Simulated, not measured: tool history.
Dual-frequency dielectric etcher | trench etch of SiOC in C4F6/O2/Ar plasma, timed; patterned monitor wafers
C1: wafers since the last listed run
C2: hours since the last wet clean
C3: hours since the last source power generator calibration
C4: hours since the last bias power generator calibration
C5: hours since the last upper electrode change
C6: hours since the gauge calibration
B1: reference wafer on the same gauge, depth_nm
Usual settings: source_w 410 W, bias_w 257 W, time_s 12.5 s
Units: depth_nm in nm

{"run": 1, "hour": 0.0, "source_w": 370, "bias_w": 257, "time_s": 12.5, "C1": 0, "C2": 410.3, "C3": 1439.7, "C4": 2165.9, "C5": 1985.4, "C6": 584, "B1": 22.4, "depth_nm": 25.35}
{"run": 2, "hour": 85.9, "source_w": 370, "bias_w": 257, "time_s": 12.5, "C1": 1556, "C2": 496.2, "C3": 1525.6, "C4": 2251.8, "C5": 2071.3, "C6": 669.9, "B1": 22.39, "depth_nm": 25.1}
{"hour": 191.3, "done": "wet clean of the chamber"}
{"run": 3, "hour": 191.8, "source_w": 410, "bias_w": 257, "time_s": 12.5, "C1": 1484, "C2": 0.5, "C3": 1631.5, "C4": 2357.7, "C5": 2177.2, "C6": 775.8, "B1": 22.4, "depth_nm": 26.42}
{"run": 4, "hour": 244.2, "source_w": 410, "bias_w": 257, "time_s": 12.5, "C1": 949, "C2": 52.9, "C3": 1683.9, "C4": 2410.1, "C5": 2229.6, "C6": 828.2, "B1": 22.37, "depth_nm": 26.3}
{"run": 5, "hour": 329.2, "source_w": 410, "bias_w": 257, "time_s": 12.5, "C1": 1540, "C2": 137.9, "C3": 1768.9, "C4": 2495.1, "C5": 2314.6, "C6": 913.2, "B1": 22.37, "depth_nm": 26.13}
{"run": 6, "hour": 429.7, "source_w": 410, "bias_w": 257, "time_s": 14, "C1": 1821, "C2": 238.4, "C3": 1869.4, "C4": 2595.6, "C5": 2415.1, "C6": 1013.7, "B1": 22.38, "depth_nm": 29.22}
{"run": 7, "hour": 488.9, "source_w": 410, "bias_w": 257, "time_s": 14, "C1": 1072, "C2": 297.6, "C3": 1928.6, "C4": 2654.8, "C5": 2474.3, "C6": 1072.9, "B1": 22.42, "depth_nm": 29.15}
{"run": 8, "hour": 590.5, "source_w": 410, "bias_w": 257, "time_s": 12.5, "C1": 1840, "C2": 399.2, "C3": 2030.2, "C4": 2756.4, "C5": 2575.9, "C6": 1174.5, "B1": 22.38, "depth_nm": 25.86}
{"run": 9, "hour": 653.0, "source_w": 410, "bias_w": 257, "time_s": 12.5, "C1": 1132, "C2": 461.7, "C3": 2092.7, "C4": 2818.9, "C5": 2638.4, "C6": 1237, "B1": 22.4, "depth_nm": 25.72}
{"run": 10, "hour": 733.3, "source_w": 410, "bias_w": 257, "time_s": 12.5, "C1": 1455, "C2": 542, "C3": 2173, "C4": 2899.2, "C5": 2718.7, "C6": 1317.3, "B1": 22.42, "depth_nm": 25.7}
{"run": 11, "hour": 779.9, "source_w": 410, "bias_w": 289, "time_s": 15, "C1": 844, "C2": 588.6, "C3": 2219.6, "C4": 2945.8, "C5": 2765.3, "C6": 1363.9, "B1": 22.4, "depth_nm": 32.09}
{"hour": 832.2, "done": "wet clean of the chamber"}
{"run": 12, "hour": 859.8, "source_w": 410, "bias_w": 289, "time_s": 15, "C1": 1012, "C2": 27.6, "C3": 2299.5, "C4": 3025.7, "C5": 2845.2, "C6": 1443.8, "B1": 22.41, "depth_nm": 32.88}
{"run": 13, "hour": 948.2, "source_w": 410, "bias_w": 257, "time_s": 12.5, "C1": 1601, "C2": 116, "C3": 2387.9, "C4": 3114.1, "C5": 2933.6, "C6": 1532.2, "B1": 22.39, "depth_nm": 26.03}
{"run": 14, "hour": 1039.2, "source_w": 340, "bias_w": 305, "time_s": 12.5, "C1": 1648, "C2": 207, "C3": 2478.9, "C4": 3205.1, "C5": 3024.6, "C6": 1623.2, "B1": 22.36, "depth_nm": 26.12}
{"hour": 1059.8, "done": "gauge calibrated"}
{"run": 15, "hour": 1102.6, "source_w": 410, "bias_w": 257, "time_s": 12.5, "C1": 1148, "C2": 270.4, "C3": 2542.3, "C4": 3268.5, "C5": 3088, "C6": 42.8, "B1": 22.37, "depth_nm": 25.83}
{"hour": 1127.0, "done": "upper electrode replaced"}
{"run": 16, "hour": 1186.9, "source_w": 500, "bias_w": 257, "time_s": 14, "C1": 1092, "C2": 354.7, "C3": 2626.6, "C4": 3352.8, "C5": 59.9, "C6": 127.1, "B1": 22.38, "depth_nm": 30.52}
{"run": 17, "hour": 1253.5, "source_w": 440, "bias_w": 239, "time_s": 15.5, "C1": 1206, "C2": 421.3, "C3": 2693.2, "C4": 3419.4, "C5": 126.5, "C6": 193.7, "B1": 22.4, "depth_nm": 31.61}
{"run": 18, "hour": 1322.2, "source_w": 410, "bias_w": 204, "time_s": 12.5, "C1": 1244, "C2": 490, "C3": 2761.9, "C4": 3488.1, "C5": 195.2, "C6": 262.4, "B1": 22.4, "depth_nm": 23.37}
{"hour": 1372.9, "done": "source power generator calibrated"}
{"run": 19, "hour": 1412.4, "source_w": 490, "bias_w": 208, "time_s": 10, "C1": 1561, "C2": 580.2, "C3": 39.5, "C4": 3578.3, "C5": 285.4, "C6": 352.6, "B1": 22.4, "depth_nm": 19.92}
{"hour": 1452.0, "done": "bias power generator calibrated"}
{"hour": 1478.2, "done": "wet clean of the chamber"}
{"run": 20, "hour": 1485.7, "source_w": 470, "bias_w": 313, "time_s": 16, "C1": 820, "C2": 7.5, "C3": 112.8, "C4": 33.7, "C5": 358.7, "C6": 425.9, "B1": 22.39, "depth_nm": 38.42}
{"run": 21, "hour": 1540.3, "source_w": 410, "bias_w": 257, "time_s": 12.5, "C1": 989, "C2": 62.1, "C3": 167.4, "C4": 88.3, "C5": 413.3, "C6": 480.5, "B1": 22.42, "depth_nm": 26.59}
{"run": 22, "hour": 1632.6, "source_w": 470, "bias_w": 220, "time_s": 16, "C1": 1672, "C2": 154.4, "C3": 259.7, "C4": 180.6, "C5": 505.6, "C6": 572.8, "B1": 22.39, "depth_nm": 33.42}
{"run": 23, "hour": 1721.4, "source_w": 410, "bias_w": 257, "time_s": 12.5, "C1": 1609, "C2": 243.2, "C3": 348.5, "C4": 269.4, "C5": 594.4, "C6": 661.6, "B1": 22.39, "depth_nm": 26.24}
{"run": 24, "hour": 1815.0, "source_w": 480, "bias_w": 217, "time_s": 15, "C1": 1696, "C2": 336.8, "C3": 442.1, "C4": 363, "C5": 688, "C6": 755.2, "B1": 22.39, "depth_nm": 31.15}
{"run": 25, "hour": 1878.6, "source_w": 460, "bias_w": 294, "time_s": 10, "C1": 1152, "C2": 400.4, "C3": 505.7, "C4": 426.6, "C5": 751.6, "C6": 818.8, "B1": 22.39, "depth_nm": 22.82}
{"run": 26, "hour": 1946.8, "source_w": 360, "bias_w": 257, "time_s": 12.5, "C1": 1235, "C2": 468.6, "C3": 573.9, "C4": 494.8, "C5": 819.8, "C6": 887, "B1": 22.42, "depth_nm": 25.06}
{"run": 27, "hour": 2044.9, "source_w": 320, "bias_w": 229, "time_s": 14.5, "C1": 1777, "C2": 566.7, "C3": 672, "C4": 592.9, "C5": 917.9, "C6": 985.1, "B1": 22.4, "depth_nm": 26.75}
{"hour": 2129.2, "done": "wet clean of the chamber"}
{"run": 28, "hour": 2129.7, "source_w": 410, "bias_w": 289, "time_s": 15, "C1": 1101, "C2": 0.5, "C3": 756.8, "C4": 677.7, "C5": 1002.7, "C6": 1069.9, "B1": 22.39, "depth_nm": 33.14}

4 ways to go on from here, each from the tool as it stands after run 28. What would each give?
{"run": "A", "hour": 2130.1, "source_w": 410, "bias_w": 227, "time_s": 12.5, "C1": 7, "C2": 0.9, "C3": 757.2, "C4": 678.1, "C5": 1003.1, "C6": 1070.3, "B1": "?", "depth_nm": "?"}
{"run": "B", "hour": 2130.1, "source_w": 410, "bias_w": 257, "time_s": 10, "C1": 7, "C2": 0.9, "C3": 757.2, "C4": 678.1, "C5": 1003.1, "C6": 1070.3, "B1": "?", "depth_nm": "?"}
{"run": "C", "hour": 2130.1, "source_w": 410, "bias_w": 224, "time_s": 12.5, "C1": 7, "C2": 0.9, "C3": 757.2, "C4": 678.1, "C5": 1003.1, "C6": 1070.3, "B1": "?", "depth_nm": "?"}
{"run": "D", "hour": 2130.1, "source_w": 410, "bias_w": 257, "time_s": 9, "C1": 7, "C2": 0.9, "C3": 757.2, "C4": 678.1, "C5": 1003.1, "C6": 1070.3, "B1": "?", "depth_nm": "?"}

run=A B1=22.38 depth_nm=25.39
run=B B1=22.38 depth_nm=21.28
run=C B1=22.38 depth_nm=25.26
run=D B1=22.38 depth_nm=19.15
Without the tool's hidden state the same runs would have given:
run=A depth_nm=25.44
run=B depth_nm=21.32
run=C depth_nm=25.31
run=D depth_nm=19.19

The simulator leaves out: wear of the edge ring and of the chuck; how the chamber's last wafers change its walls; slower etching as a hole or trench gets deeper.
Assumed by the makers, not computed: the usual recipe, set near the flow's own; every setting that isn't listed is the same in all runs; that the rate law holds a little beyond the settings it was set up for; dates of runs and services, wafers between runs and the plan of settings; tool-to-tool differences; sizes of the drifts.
